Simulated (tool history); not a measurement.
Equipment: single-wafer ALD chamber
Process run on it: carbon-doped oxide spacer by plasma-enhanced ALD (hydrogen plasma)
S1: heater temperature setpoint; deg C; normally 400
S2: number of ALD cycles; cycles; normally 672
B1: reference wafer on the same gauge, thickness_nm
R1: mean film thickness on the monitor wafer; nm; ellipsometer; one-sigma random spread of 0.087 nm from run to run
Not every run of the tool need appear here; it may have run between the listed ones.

Run 1, hour 0.0: usual settings but S1 396 deg C, S2 700 cycles; B1 32.005. Result: R1 36.263 nm.
Run 2, hour 34.9: usual settings but S1 396 deg C, S2 700 cycles; B1 32.007. Result: R1 36.279 nm.
Run 3, hour 70.2: usual settings but S1 394 deg C; B1 32.002. Result: R1 34.952 nm.
Run 4, hour 103.0: usual settings but S1 394 deg C; B1 32.015. Result: R1 34.799 nm.
Run 5, hour 142.2: usual settings; B1 32.011. Result: R1 34.881 nm.
Run 6, hour 176.1: usual settings; B1 32.008. Result: R1 34.867 nm.
Run 7, hour 215.9: usual settings; B1 31.997. Result: R1 34.895 nm.
Run 8, hour 256.7: usual settings; B1 31.988. Result: R1 34.904 nm.
Run 9, hour 299.0: usual settings; B1 32.004. Result: R1 34.804 nm.
Run 10, hour 330.9: usual settings; B1 31.981. Result: R1 34.821 nm.
Run 11, hour 375.8: usual settings; B1 32.008. Result: R1 35.080 nm.
Run 12, hour 434.7: usual settings; B1 32.012. Result: R1 34.884 nm.
Run 13, hour 504.6: usual settings; B1 32.009. Result: R1 34.922 nm.
Run 14, hour 538.4: usual settings; B1 31.993. Result: R1 34.931 nm.
Run 15, hour 568.1: usual settings but S1 415 deg C, S2 797 cycles; B1 31.990. Result: R1 39.745 nm.
Run 16, hour 615.7: usual settings but S1 404 deg C, S2 546 cycles; B1 31.990. Result: R1 28.008 nm.
Run 17, hour 657.8: usual settings but S1 393 deg C, S2 542 cycles; B1 31.973. Result: R1 28.262 nm.
Run 18, hour 716.5: usual settings but S1 396 deg C, S2 700 cycles; B1 32.017. Result: R1 36.139 nm.
Run 19, hour 783.4: usual settings but S2 798 cycles; B1 31.996. Result: R1 41.439 nm.
Run 20, hour 810.8: usual settings but S1 411 deg C, S2 725 cycles; B1 31.998. Result: R1 36.747 nm.
Run 21, hour 846.8: usual settings but S1 395 deg C, S2 803 cycles; B1 31.996. Result: R1 41.473 nm.
Run 22, hour 907.6: usual settings but S1 395 deg C, S2 803 cycles; B1 31.973. Result: R1 41.495 nm.
Run 23, hour 966.4: usual settings but S1 391 deg C, S2 741 cycles; B1 31.992. Result: R1 38.445 nm.
Run 24, hour 1020.3: usual settings but S1 412 deg C; B1 32.020. Result: R1 33.727 nm.
Run 25, hour 1071.8: usual settings; B1 32.010. Result: R1 34.857 nm.
Run 26, hour 1139.2: usual settings but S1 409 deg C; B1 31.994. Result: R1 34.096 nm.
Run 27, hour 1181.4: usual settings but S2 573 cycles; B1 32.003. Result: R1 29.653 nm.
Run 28, hour 1206.9: usual settings but S1 411 deg C, S2 611 cycles; B1 31.995. Result: R1 30.908 nm.

The log once held 2 entries between its listed runs, left out of this copy. Where does each go, and what is different about the tool's unlogged condition between the listed run before it and the listed run after it?
In the gap between runs 17 and 18: gauge calibrated (hour 680.5)
  nothing in the hidden state changes from one run to the other
In the gap between runs 22 and 23: thermocouple changed; heater temperature recalibrated (hour 924.2)
  nothing in the hidden state changes from one run to the other

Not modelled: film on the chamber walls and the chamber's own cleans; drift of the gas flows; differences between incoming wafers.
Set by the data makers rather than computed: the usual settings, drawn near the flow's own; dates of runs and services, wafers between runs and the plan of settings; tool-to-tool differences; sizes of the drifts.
